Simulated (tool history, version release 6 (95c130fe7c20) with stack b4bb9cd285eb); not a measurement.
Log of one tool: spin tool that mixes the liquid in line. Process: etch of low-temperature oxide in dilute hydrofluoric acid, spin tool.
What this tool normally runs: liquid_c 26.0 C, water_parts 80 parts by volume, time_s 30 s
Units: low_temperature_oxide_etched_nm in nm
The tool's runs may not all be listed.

run     day  liquid_c  water_parts  time_s  wafers since the last listed run  hours since the thermometer was replaced  hours since the hydrofluoric acid flow meter was replaced  hours since the gauge calibration  read-back film thickness of the low-temperature oxide reference wafer, read on the same gauge (nm)  low_temperature_oxide_etched_nm
  1   0.000      26.0           80      30                                 0                                    1008.8                                                      318.6                             1269.0                                                                                               69.99                             9.98
  2   1.946      26.0           65      30                               709                                    1055.5                                                      365.3                             1315.7                                                                                               70.01                            12.50
      3.183  -- hydrofluoric acid flow meter replaced
  3   3.800      26.0           65      30                               660                                    1100.0                                                       14.8                             1360.2                                                                                               69.98                            12.39
  4   4.954      26.0           65      30                               420                                    1127.7                                                       42.5                             1387.9                                                                                               70.02                            12.36
  5   6.971      26.0           80      25                               735                                    1176.1                                                       90.9                             1436.3                                                                                               70.01                             8.19
  6   8.921      26.0           80      25                               710                                    1222.9                                                      137.7                             1483.1                                                                                               70.02                             8.21
  7  10.400      26.0           80      25                               539                                    1258.4                                                      173.2                             1518.6                                                                                               70.00                             8.33
  8  11.662      26.0           80      30                               460                                    1288.7                                                      203.5                             1548.9                                                                                               69.99                             9.97
     12.054  -- gauge calibrated
  9  12.767      26.0           80      30                               402                                    1315.2                                                      230.0                               17.1                                                                                               70.00                             9.95
 10  14.350      29.0           80      30                               577                                    1353.2                                                      268.0                               55.1                                                                                               70.00                            11.11
 11  17.050      29.0           80      30                               984                                    1418.0                                                      332.8                              119.9                                                                                               70.00                            11.06
 12  18.804      23.5           55      15                               639                                    1460.1                                                      374.9                              162.0                                                                                               69.98                             6.76
 13  21.408      22.5          115      15                               949                                    1522.6                                                      437.4                              224.5                                                                                               70.00                             2.87
 14  22.538      30.0           55      30                               411                                    1549.7                                                      464.5                              251.6                                                                                               70.00                            17.35
     24.300  -- hydrofluoric acid flow meter replaced
 15  24.979      22.0           55      15                               874                                    1608.3                                                       16.3                              310.2                                                                                               70.01                             6.26
 16  26.783      26.0           80      50                               657                                    1651.6                                                       59.6                              353.5                                                                                               69.99                            16.59
 17  28.762      30.5           80      30                               721                                    1699.1                                                      107.1                              401.0                                                                                               69.99                            11.77
     30.162  -- thermometer replaced
 18  31.275      21.5          115      45                               900                                      26.7                                                      167.4                              461.3                                                                                               69.99                             8.28
 19  33.883      26.0           80      35                               950                                      89.3                                                      230.0                              523.9                                                                                               69.99                            11.64
 20  36.504      27.5           80      30                               955                                     152.2                                                      292.9                              586.8                                                                                               69.99                            10.38
 21  39.188      26.0           80      30                               978                                     216.6                                                      357.3                              651.2                                                                                               70.00                             9.92
     40.692  -- hydrofluoric acid flow meter replaced
 22  41.979      28.0           80      30                              1002                                     283.6                                                       30.9                              718.2                                                                                               70.00                            10.70
 23  44.692      26.0           80      25                               988                                     348.7                                                       96.0                              783.3                                                                                               70.02                             8.15
 24  46.196      22.0           80      30                               548                                     384.8                                                      132.1                              819.4                                                                                               70.01                             8.36
 25  47.542      26.0           80      25                               490                                     417.1                                                      164.4                              851.7                                                                                               69.99                             8.21
 26  54.475      28.0           80      30                              2527                                     583.5                                                      330.8                             1018.1                                                                                               70.02                            10.76
 27  55.758      26.0          115      30                               467                                     614.3                                                      361.6                             1048.9                                                                                               70.02                             6.59
     57.562  -- hydrofluoric acid flow meter replaced
 28  58.358      26.0           80      15                               932                                     676.7                                                       19.1                             1111.3                                                                                               69.99                             4.98
 29  60.025      23.0          105      15                               607                                     716.7                                                       59.1                             1151.3                                                                                               69.98                             3.26
 30  61.271      26.0           80      30                               454                                     746.6                                                       89.0                             1181.2                                                                                               69.98                             9.96
 31  62.896      30.5           50      50                               592                                     785.6                                                      128.0                             1220.2                                                                                               70.00                            32.90
 32  67.083      26.0           80      30                              1526                                     886.1                                                      228.5                             1320.7                                                                                               69.99                             9.87
 33  69.767      26.0          100      30                               978                                     950.5                                                      292.9                             1385.1                                                                                               69.99                             7.70

State the hidden condition of the tool at each of the runs:
liquid hotter than its thermometer reads (K): 0, the same for each run
hydrofluoric acid flow above the setpoint (%): 0, the same for each run
gauge reads high (%): 0, the same for each run
